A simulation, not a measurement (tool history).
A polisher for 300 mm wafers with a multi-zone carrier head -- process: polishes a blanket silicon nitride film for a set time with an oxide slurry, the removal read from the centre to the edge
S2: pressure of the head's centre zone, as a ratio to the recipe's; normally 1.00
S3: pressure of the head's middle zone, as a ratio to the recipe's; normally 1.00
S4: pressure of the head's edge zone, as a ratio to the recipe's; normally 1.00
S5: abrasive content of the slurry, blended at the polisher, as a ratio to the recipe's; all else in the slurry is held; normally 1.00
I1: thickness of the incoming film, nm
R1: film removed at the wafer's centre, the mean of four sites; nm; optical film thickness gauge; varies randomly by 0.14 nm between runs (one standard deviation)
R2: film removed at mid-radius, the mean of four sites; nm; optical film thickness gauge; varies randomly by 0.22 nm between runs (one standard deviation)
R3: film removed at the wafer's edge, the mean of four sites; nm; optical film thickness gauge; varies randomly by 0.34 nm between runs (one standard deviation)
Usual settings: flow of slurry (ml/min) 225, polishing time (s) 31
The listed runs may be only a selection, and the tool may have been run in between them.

run 1 day=0.000 | flow_of_slurry_(ml/min)=225 S2=1.00 S3=1.00 S4=1.00 S5=1.00 polishing_time_(s)=31 | I1=337.3 | R1=22.3 R2=22.6 R3=21.5
-- day=2.183 carrier head's membrane replaced by a new one
run 2 day=2.817 | flow_of_slurry_(ml/min)=200 S2=1.00 S3=1.04 S4=0.91 S5=1.00 polishing_time_(s)=42 | I1=347.2 | R1=29.7 R2=30.4 R3=28.3
run 3 day=4.762 | flow_of_slurry_(ml/min)=225 S2=1.00 S3=1.09 S4=1.00 S5=1.00 polishing_time_(s)=31 | I1=337.3 | R1=22.2 R2=23.8 R3=21.6
run 4 day=7.029 | flow_of_slurry_(ml/min)=225 S2=0.95 S3=1.00 S4=1.00 S5=1.10 polishing_time_(s)=31 | I1=338.9 | R1=21.7 R2=23.2 R3=22.5
run 5 day=10.750 | flow_of_slurry_(ml/min)=225 S2=1.00 S3=1.00 S4=1.00 S5=1.00 polishing_time_(s)=31 | I1=335.1 | R1=21.8 R2=21.8 R3=21.0
-- day=11.142 worn pad replaced by a new one
-- day=14.908 centre zone pressure recalibrated
run 6 day=14.929 | flow_of_slurry_(ml/min)=225 S2=1.00 S3=1.00 S4=1.00 S5=1.00 polishing_time_(s)=31 | I1=341.1 | R1=22.0 R2=22.6 R3=21.5
run 7 day=21.242 | flow_of_slurry_(ml/min)=195 S2=0.95 S3=1.00 S4=1.10 S5=1.00 polishing_time_(s)=31 | I1=343.1 | R1=19.8 R2=21.2 R3=22.4
run 8 day=25.642 | flow_of_slurry_(ml/min)=225 S2=1.00 S3=1.00 S4=1.00 S5=1.25 polishing_time_(s)=31 | I1=340.7 | R1=23.1 R2=23.3 R3=22.8
-- day=28.342 edge zone pressure recalibrated
run 9 day=29.875 | flow_of_slurry_(ml/min)=225 S2=1.00 S3=1.00 S4=1.00 S5=1.00 polishing_time_(s)=31 | I1=333.9 | R1=20.6 R2=21.1 R3=21.0
-- day=30.996 slurry nozzle cleaned
run 10 day=34.096 | flow_of_slurry_(ml/min)=175 S2=1.00 S3=1.00 S4=1.00 S5=1.00 polishing_time_(s)=41 | I1=338.5 | R1=29.1 R2=29.0 R3=27.6
run 11 day=35.683 | flow_of_slurry_(ml/min)=225 S2=1.00 S3=1.00 S4=1.00 S5=1.00 polishing_time_(s)=31 | I1=334.8 | R1=22.6 R2=22.8 R3=22.2
run 12 day=38.738 | flow_of_slurry_(ml/min)=270 S2=0.88 S3=1.07 S4=1.00 S5=1.00 polishing_time_(s)=27 | I1=342.3 | R1=18.0 R2=21.3 R3=19.5
-- day=41.100 worn pad replaced by a new one
run 13 day=42.171 | flow_of_slurry_(ml/min)=225 S2=1.12 S3=0.94 S4=1.00 S5=1.20 polishing_time_(s)=27 | I1=337.0 | R1=23.9 R2=20.9 R3=20.5
-- day=42.442 carrier head's membrane replaced by a new one
run 14 day=45.146 | flow_of_slurry_(ml/min)=225 S2=0.95 S3=1.00 S4=1.04 S5=1.00 polishing_time_(s)=31 | I1=334.7 | R1=21.7 R2=23.1 R3=22.7
run 15 day=47.808 | flow_of_slurry_(ml/min)=225 S2=1.00 S3=1.00 S4=1.00 S5=0.90 polishing_time_(s)=31 | I1=345.5 | R1=21.5 R2=21.9 R3=21.1
run 16 day=51.750 | flow_of_slurry_(ml/min)=225 S2=1.00 S3=1.00 S4=1.00 S5=1.00 polishing_time_(s)=31 | I1=339.4 | R1=22.3 R2=22.9 R3=21.9
run 17 day=55.542 | flow_of_slurry_(ml/min)=225 S2=1.00 S3=1.00 S4=1.00 S5=1.00 polishing_time_(s)=31 | I1=338.7 | R1=22.1 R2=22.2 R3=21.9
run 18 day=58.888 | flow_of_slurry_(ml/min)=225 S2=1.00 S3=1.00 S4=1.00 S5=1.00 polishing_time_(s)=31 | I1=344.6 | R1=22.0 R2=22.2 R3=21.4
-- day=62.050 edge zone pressure recalibrated
run 19 day=62.071 | flow_of_slurry_(ml/min)=225 S2=1.00 S3=1.00 S4=1.00 S5=1.00 polishing_time_(s)=31 | I1=339.1 | R1=21.6 R2=21.6 R3=21.2
-- day=63.354 slurry nozzle cleaned
run 20 day=65.342 | flow_of_slurry_(ml/min)=170 S2=0.90 S3=1.00 S4=1.00 S5=1.00 polishing_time_(s)=31 | I1=337.4 | R1=20.0 R2=22.4 R3=21.9
run 21 day=67.071 | flow_of_slurry_(ml/min)=225 S2=1.11 S3=1.00 S4=1.10 S5=1.00 polishing_time_(s)=31 | I1=344.4 | R1=25.0 R2=23.3 R3=22.9
-- day=68.408 centre zone pressure recalibrated
run 22 day=69.483 | flow_of_slurry_(ml/min)=225 S2=1.00 S3=1.00 S4=1.00 S5=1.00 polishing_time_(s)=31 | I1=340.6 | R1=22.8 R2=22.9 R3=22.5

Run-by-run hidden state of the tool:
deviation of the centre zone's pressure from its setpoint, %: 0, the same for each run
deviation of the edge zone's pressure from its setpoint, %: 0, the same for each run
H1: removal rate lost through wear of the pad, %
H2: slurry flow missing at the pad, %
run=1 H1=2.28 H2=15
run=2 H1=2.53 H2=18.3
run=3 H1=2.7 H2=20.7
run=4 H1=2.9 H2=23.4
run=5 H1=3.23 H2=27.8
run=6 H1=0.717 H2=32.8
run=7 H1=1.27 H2=40.3
run=8 H1=1.66 H2=45.6
run=9 H1=2.04 H2=50.7
run=10 H1=2.41 H2=4.62
run=11 H1=2.55 H2=6.51
run=12 H1=2.82 H2=10.2
run=13 H1=0.272 H2=14.3
run=14 H1=0.534 H2=17.8
run=15 H1=0.769 H2=21
run=16 H1=1.12 H2=25.7
run=17 H1=1.45 H2=30.2
run=18 H1=1.75 H2=34.2
run=19 H1=2.03 H2=38
run=20 H1=2.31 H2=4.76
run=21 H1=2.47 H2=6.83
run=22 H1=2.68 H2=9.71
